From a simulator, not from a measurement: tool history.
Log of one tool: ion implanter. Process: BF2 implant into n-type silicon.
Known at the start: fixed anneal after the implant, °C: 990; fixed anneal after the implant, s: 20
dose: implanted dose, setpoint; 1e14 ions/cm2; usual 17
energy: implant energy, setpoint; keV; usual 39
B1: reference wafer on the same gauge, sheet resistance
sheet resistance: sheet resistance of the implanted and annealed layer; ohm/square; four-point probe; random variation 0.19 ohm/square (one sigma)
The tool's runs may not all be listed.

{"run": 1, "day": 0.0, "dose": 17, "energy": 39, "B1": 150.99, "sheet resistance": 124.54}
{"run": 2, "day": 3.829, "dose": 17, "energy": 39, "B1": 151.01, "sheet resistance": 123.86}
{"run": 3, "day": 7.067, "dose": 17, "energy": 32.5, "B1": 151.02, "sheet resistance": 136.88}
{"run": 4, "day": 9.129, "dose": 17, "energy": 32.5, "B1": 151.02, "sheet resistance": 137.27}
{"run": 5, "day": 13.4, "dose": 17, "energy": 39, "B1": 151, "sheet resistance": 123.98}
{"run": 6, "day": 15.242, "dose": 17, "energy": 39, "B1": 151.03, "sheet resistance": 123.7}
{"run": 7, "day": 23.079, "dose": 17, "energy": 39, "B1": 151.05, "sheet resistance": 123.67}
{"run": 8, "day": 25.079, "dose": 17, "energy": 39, "B1": 151.04, "sheet resistance": 123.9}
{"run": 9, "day": 28.888, "dose": 18.17, "energy": 39, "B1": 151.04, "sheet resistance": 122.67}
{"day": 31.55, "done": "Faraday cup replaced and dose calibrated"}
{"run": 10, "day": 33.121, "dose": 18.17, "energy": 39, "B1": 151.05, "sheet resistance": 122.51}
{"run": 11, "day": 35.529, "dose": 17, "energy": 42.5, "B1": 150.97, "sheet resistance": 117.87}
{"run": 12, "day": 38.221, "dose": 14.87, "energy": 32, "B1": 151.03, "sheet resistance": 140.8}
{"run": 13, "day": 41.396, "dose": 20.64, "energy": 27, "B1": 151.01, "sheet resistance": 147.11}
{"run": 14, "day": 43.017, "dose": 17, "energy": 39, "B1": 151, "sheet resistance": 123.53}
{"day": 43.817, "done": "extraction supply calibrated"}
{"run": 15, "day": 46.546, "dose": 12.54, "energy": 30, "B1": 151.03, "sheet resistance": 153.19}
{"run": 16, "day": 57.975, "dose": 18.46, "energy": 35, "B1": 150.95, "sheet resistance": 133.05}
{"day": 58.279, "done": "gauge calibrated"}
{"run": 17, "day": 61.817, "dose": 19.18, "energy": 35, "B1": 150.96, "sheet resistance": 132.04}
{"run": 18, "day": 74.675, "dose": 17, "energy": 39, "B1": 150.97, "sheet resistance": 125.96}
{"run": 19, "day": 78.871, "dose": 17, "energy": 46.5, "B1": 150.97, "sheet resistance": 114.45}
{"run": 20, "day": 83.2, "dose": 17, "energy": 42.5, "B1": 151.01, "sheet resistance": 119.86}
{"run": 21, "day": 84.725, "dose": 17, "energy": 39, "B1": 151, "sheet resistance": 126.01}

4 ways to go on from here, each from the tool as it stands after run 21. What would each give?
{"run": "A", "day": 84.742, "dose": 12.44, "energy": 39, "B1": "?", "sheet resistance": "?"}
{"run": "B", "day": 84.742, "dose": 15.49, "energy": 39, "B1": "?", "sheet resistance": "?"}
{"run": "C", "day": 84.742, "dose": 18.74, "energy": 47, "B1": "?", "sheet resistance": "?"}
{"run": "D", "day": 84.742, "dose": 14.93, "energy": 30.5, "B1": "?", "sheet resistance": "?"}

run=A B1=150.99 sheet_resistance=134.2
run=B B1=150.99 sheet_resistance=127.64
run=C B1=150.99 sheet_resistance=111.89
run=D B1=150.99 sheet_resistance=146.25
Without the tool's hidden state the same runs would have given:
run=A sheet_resistance=134.75
run=B sheet_resistance=128.21
run=C sheet_resistance=112.42
run=D sheet_resistance=146.89
